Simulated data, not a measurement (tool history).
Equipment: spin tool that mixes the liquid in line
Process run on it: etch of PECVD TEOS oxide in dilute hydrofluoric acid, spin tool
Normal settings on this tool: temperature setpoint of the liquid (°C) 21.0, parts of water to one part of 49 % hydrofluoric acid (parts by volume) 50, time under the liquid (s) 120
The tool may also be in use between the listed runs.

run	hour	temperature setpoint of the liquid (°C)	parts of water to one part of 49 % hydrofluoric acid (parts by volume)	time under the liquid (s)	wafers since the last listed run	hours since the thermometer was replaced	hours since the hydrofluoric acid flow meter was replaced	hours since the gauge calibration	read-back film thickness of the PECVD TEOS oxide reference wafer, read on the same gauge (nm)	thickness taken off the PECVD TEOS oxide on a monitor wafer (angstrom)
1	0.0	18.5	50	120	0	696.1	550.8	867.9	30.01	172.4
2	33.6	18.5	50	120	250	729.7	584.4	901.5	29.99	173.6
3	74.5	18.5	50	120	305	770.6	625.3	942.4	30.01	174.4
4	108.8	21.0	50	120	256	804.9	659.6	976.7	30.01	193.2
5	140.7	21.0	50	120	238	836.8	691.5	1008.6	30.00	195.0
6	183.5	21.0	50	120	319	879.6	734.3	1051.4	29.98	194.1
7	217.3	19.0	50	120	252	913.4	768.1	1085.2	30.00	179.1
8	271.1	21.0	35	120	401	967.2	821.9	1139.0	29.98	283.3
9	302.9	21.0	35	120	237	999.0	853.7	1170.8	30.01	285.2
10	327.0	21.0	50	120	179	1023.1	877.8	1194.9	30.00	196.4
# hour 369.6: gauge calibrated
11	379.1	21.0	50	120	388	1075.2	929.9	9.5	30.00	196.2
12	483.5	21.0	35	120	779	1179.6	1034.3	113.9	29.99	287.9
13	507.6	21.0	50	120	179	1203.7	1058.4	138.0	30.02	199.2
14	550.5	25.0	75	70	320	1246.6	1101.3	180.9	30.02	88.6
# hour 557.9: thermometer replaced
15	681.7	19.5	65	155	972	123.8	1232.5	312.1	30.00	178.3
16	719.3	24.5	45	75	280	161.4	1270.1	349.7	30.02	157.6
# hour 748.3: hydrofluoric acid flow meter replaced
17	770.5	19.0	50	90	374	212.6	22.2	400.9	30.01	128.7
18	827.3	21.0	50	120	424	269.4	79.0	457.7	30.00	186.6
19	884.1	22.5	70	90	424	326.2	135.8	514.5	29.99	103.8
20	939.0	17.0	70	120	409	381.1	190.7	569.4	30.01	110.2
21	1002.1	21.0	60	185	471	444.2	253.8	632.5	30.01	241.5
22	1073.4	25.5	50	120	532	515.5	325.1	703.8	29.97	227.8
23	1198.9	21.0	35	85	937	641.0	450.6	829.3	30.00	196.3

Each row is a separate what-if for the run after 23, all from the same tool condition, not one after another. Results?
A	1199.4	21.0	65	120	3	641.5	451.1	829.8	?	?
B	1199.4	18.0	35	65	3	641.5	451.1	829.8	?	?
C	1199.4	19.5	40	155	3	641.5	451.1	829.8	?	?

run	read-back film thickness of the PECVD TEOS oxide reference wafer, read on the same gauge (nm)	thickness taken off the PECVD TEOS oxide on a monitor wafer (angstrom)
A	29.98	144.6
B	29.98	132.7
C	29.98	293.6
Had the tool no hidden state, the same runs would have come out as:
run	thickness taken off the PECVD TEOS oxide on a monitor wafer (angstrom)
A	138.8
B	127.3
C	281.8

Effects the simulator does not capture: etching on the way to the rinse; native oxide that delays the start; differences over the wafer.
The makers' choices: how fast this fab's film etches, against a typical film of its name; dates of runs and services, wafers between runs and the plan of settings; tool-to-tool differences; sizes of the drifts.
